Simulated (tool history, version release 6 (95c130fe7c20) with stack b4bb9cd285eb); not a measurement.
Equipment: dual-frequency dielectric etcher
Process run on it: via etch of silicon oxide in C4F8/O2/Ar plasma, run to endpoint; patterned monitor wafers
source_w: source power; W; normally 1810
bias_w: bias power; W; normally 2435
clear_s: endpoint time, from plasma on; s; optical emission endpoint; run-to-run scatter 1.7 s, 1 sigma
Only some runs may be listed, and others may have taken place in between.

run,day,source_w,bias_w,"incoming incoming film thickness, nm",clear_s
1,0,2020,1955,1332.1,246.8
2,0.771,2020,1955,1328.4,248
3,1.333,2020,1955,1327.8,246
4,2.338,1810,2565,1329.2,237.1
5,3.271,1810,2565,1328.7,239.9
6,4.192,1810,2435,1326.4,240.7
# day 5.954: bias power generator calibrated
# day 6.388: upper electrode replaced
7,6.408,1810,2435,1336.2,240.1
8,6.717,1810,2435,1326.1,240
# day 7.517: source power generator calibrated
9,7.567,2060,2754,1347,229.1
10,8.812,1810,2435,1330.4,239.7
11,10.146,2100,2998,1318.4,216
# day 11.288: wet clean of the chamber
12,12.404,1450,1966,1326.5,277.6
13,13.875,2190,2246,1334.5,238.5
14,15.321,2080,2129,1335.4,246.1

Forecast each of these 5 alternatives for the next run:
A,15.342,2100,2435,1325.9,?
B,15.342,2190,2760,1325.9,?
C,15.342,2200,2435,1325.9,?
D,15.342,2030,2798,1325.9,?
E,15.342,1810,2055,1325.9,?

run,clear_s
A,238.5
B,229.1
C,235
D,233.8
E,258.4
The same runs, with their run-to-run variation unchanged, on a tool lacking any hidden condition would have given:
run,clear_s
A,241.4
B,231.9
C,237.9
D,236.8
E,261.7

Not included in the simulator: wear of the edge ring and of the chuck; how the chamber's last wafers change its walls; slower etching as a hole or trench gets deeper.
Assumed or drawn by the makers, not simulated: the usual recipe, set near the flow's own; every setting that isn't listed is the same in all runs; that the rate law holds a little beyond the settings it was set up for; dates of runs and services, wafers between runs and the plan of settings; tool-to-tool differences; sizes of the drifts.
